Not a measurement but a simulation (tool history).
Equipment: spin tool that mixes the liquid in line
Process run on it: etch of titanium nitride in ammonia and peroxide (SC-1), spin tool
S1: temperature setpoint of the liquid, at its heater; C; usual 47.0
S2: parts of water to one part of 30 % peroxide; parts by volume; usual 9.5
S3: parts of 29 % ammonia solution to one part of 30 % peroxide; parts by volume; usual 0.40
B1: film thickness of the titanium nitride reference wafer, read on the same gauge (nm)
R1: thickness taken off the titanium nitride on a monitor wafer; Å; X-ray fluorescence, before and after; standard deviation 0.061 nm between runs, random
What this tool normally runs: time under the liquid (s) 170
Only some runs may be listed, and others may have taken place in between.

run 1 hour=0.0 | S1=44.5 S2=9.5 S3=0.40 time_under_the_liquid_(s)=170 | B1=80.04 | R1=92.4
run 2 hour=12.2 | S1=47.0 S2=6.5 S3=0.60 time_under_the_liquid_(s)=245 | B1=79.99 | R1=206.3
run 3 hour=21.2 | S1=47.0 S2=9.5 S3=0.40 time_under_the_liquid_(s)=170 | B1=79.99 | R1=110.3
run 4 hour=34.0 | S1=47.0 S2=9.5 S3=0.40 time_under_the_liquid_(s)=170 | B1=80.03 | R1=109.6
run 5 hour=50.8 | S1=38.0 S2=9.5 S3=0.50 time_under_the_liquid_(s)=265 | B1=80.02 | R1=92.2
-- hour=52.0 ammonia flow meter replaced
run 6 hour=62.9 | S1=47.0 S2=9.5 S3=0.40 time_under_the_liquid_(s)=170 | B1=79.95 | R1=110.3
run 7 hour=76.6 | S1=47.0 S2=9.5 S3=0.60 time_under_the_liquid_(s)=200 | B1=79.98 | R1=139.7
run 8 hour=83.5 | S1=40.5 S2=12.0 S3=0.55 time_under_the_liquid_(s)=140 | B1=79.98 | R1=53.2
-- hour=99.0 heated supply line repaired
run 9 hour=99.5 | S1=47.0 S2=9.5 S3=0.35 time_under_the_liquid_(s)=220 | B1=79.99 | R1=140.1
run 10 hour=109.2 | S1=40.0 S2=7.0 S3=0.35 time_under_the_liquid_(s)=170 | B1=79.99 | R1=76.4
run 11 hour=119.0 | S1=47.0 S2=9.5 S3=0.40 time_under_the_liquid_(s)=170 | B1=80.00 | R1=110.6
run 12 hour=127.1 | S1=53.5 S2=9.5 S3=0.40 time_under_the_liquid_(s)=85 | B1=79.99 | R1=87.8
run 13 hour=135.0 | S1=47.0 S2=9.5 S3=0.40 time_under_the_liquid_(s)=170 | B1=80.02 | R1=110.3
run 14 hour=150.3 | S1=47.0 S2=9.5 S3=0.40 time_under_the_liquid_(s)=130 | B1=79.98 | R1=84.8
run 15 hour=157.1 | S1=40.0 S2=9.5 S3=0.40 time_under_the_liquid_(s)=170 | B1=79.94 | R1=67.1
run 16 hour=165.9 | S1=47.0 S2=9.5 S3=0.40 time_under_the_liquid_(s)=170 | B1=80.00 | R1=110.5
run 17 hour=183.5 | S1=53.0 S2=11.0 S3=0.55 time_under_the_liquid_(s)=115 | B1=79.96 | R1=111.8
run 18 hour=197.2 | S1=47.0 S2=5.0 S3=0.45 time_under_the_liquid_(s)=170 | B1=79.98 | R1=156.1
run 19 hour=207.0 | S1=41.5 S2=14.5 S3=0.30 time_under_the_liquid_(s)=170 | B1=79.96 | R1=55.6
run 20 hour=221.8 | S1=47.0 S2=9.5 S3=0.60 time_under_the_liquid_(s)=200 | B1=80.01 | R1=139.4
run 21 hour=234.3 | S1=47.0 S2=9.5 S3=0.40 time_under_the_liquid_(s)=205 | B1=79.99 | R1=133.1
run 22 hour=245.2 | S1=43.5 S2=12.0 S3=0.40 time_under_the_liquid_(s)=125 | B1=79.96 | R1=56.2
run 23 hour=254.1 | S1=53.0 S2=9.5 S3=0.40 time_under_the_liquid_(s)=120 | B1=80.01 | R1=118.9
run 24 hour=260.4 | S1=47.0 S2=9.5 S3=0.35 time_under_the_liquid_(s)=220 | B1=79.98 | R1=141.4

Predict the results of run 25:
run 25 hour=277.9 | S1=47.0 S2=9.5 S3=0.55 time_under_the_liquid_(s)=140 | B1=? | R1=?

B1: 79.98
R1: 96.1 Å
Were there no unlogged condition in the tool, this run, its random variation unchanged, would have produced R1 96.1 Å.

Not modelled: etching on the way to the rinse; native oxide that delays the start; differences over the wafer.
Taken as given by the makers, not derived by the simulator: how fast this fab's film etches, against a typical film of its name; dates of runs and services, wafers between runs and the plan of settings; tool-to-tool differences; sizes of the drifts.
